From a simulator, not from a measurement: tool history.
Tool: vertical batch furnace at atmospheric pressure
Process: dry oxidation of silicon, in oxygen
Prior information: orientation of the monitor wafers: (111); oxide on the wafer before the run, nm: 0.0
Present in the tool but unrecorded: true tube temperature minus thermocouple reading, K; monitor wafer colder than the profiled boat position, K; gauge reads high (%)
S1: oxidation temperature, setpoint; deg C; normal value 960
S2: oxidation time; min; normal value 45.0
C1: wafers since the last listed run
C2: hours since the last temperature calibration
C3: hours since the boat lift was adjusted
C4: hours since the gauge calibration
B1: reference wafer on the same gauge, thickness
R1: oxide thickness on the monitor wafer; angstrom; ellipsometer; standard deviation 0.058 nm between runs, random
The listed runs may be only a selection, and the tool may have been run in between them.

run	hour	S1	S2	C1	C2	C3	C4	B1	R1
1	0.0	944	45.0	0	2073.4	4380.8	535.8	38.13	340.7
2	42.8	944	45.0	610	2116.2	4423.6	578.6	38.08	340.6
# hour 113.9: gauge calibrated
3	147.8	944	45.0	1497	2221.2	4528.6	33.9	38.10	340.8
4	202.7	960	29.5	783	2276.1	4583.5	88.8	38.09	292.7
5	266.1	960	57.5	904	2339.5	4646.9	152.2	38.09	462.1
6	370.9	960	60.0	1494	2444.3	4751.7	257.0	38.11	474.9
# hour 441.1: thermocouples replaced and temperature profile calibrated
7	462.2	960	45.0	959	21.1	4843.0	348.3	38.08	375.5
8	549.5	937	36.5	1245	108.4	4930.3	435.6	38.08	267.8
9	589.4	970	60.0	569	148.3	4970.2	475.5	38.09	497.3
# hour 658.2: boat lift adjusted
10	658.7	983	37.5	646	217.6	0.5	544.8	38.12	412.7
# hour 733.7: gauge calibrated
11	739.1	980	25.5	1146	298.0	80.9	5.4	38.09	312.9

Expected results for the next run?
12	835.7	979	61.5	1377	394.6	177.5	102.0	?	?

Run 12 produced B1 38.13, R1 563.9 angstrom.
On a tool with no hidden condition, and with the same random variation, this run would have come out at R1 560.1 angstrom.
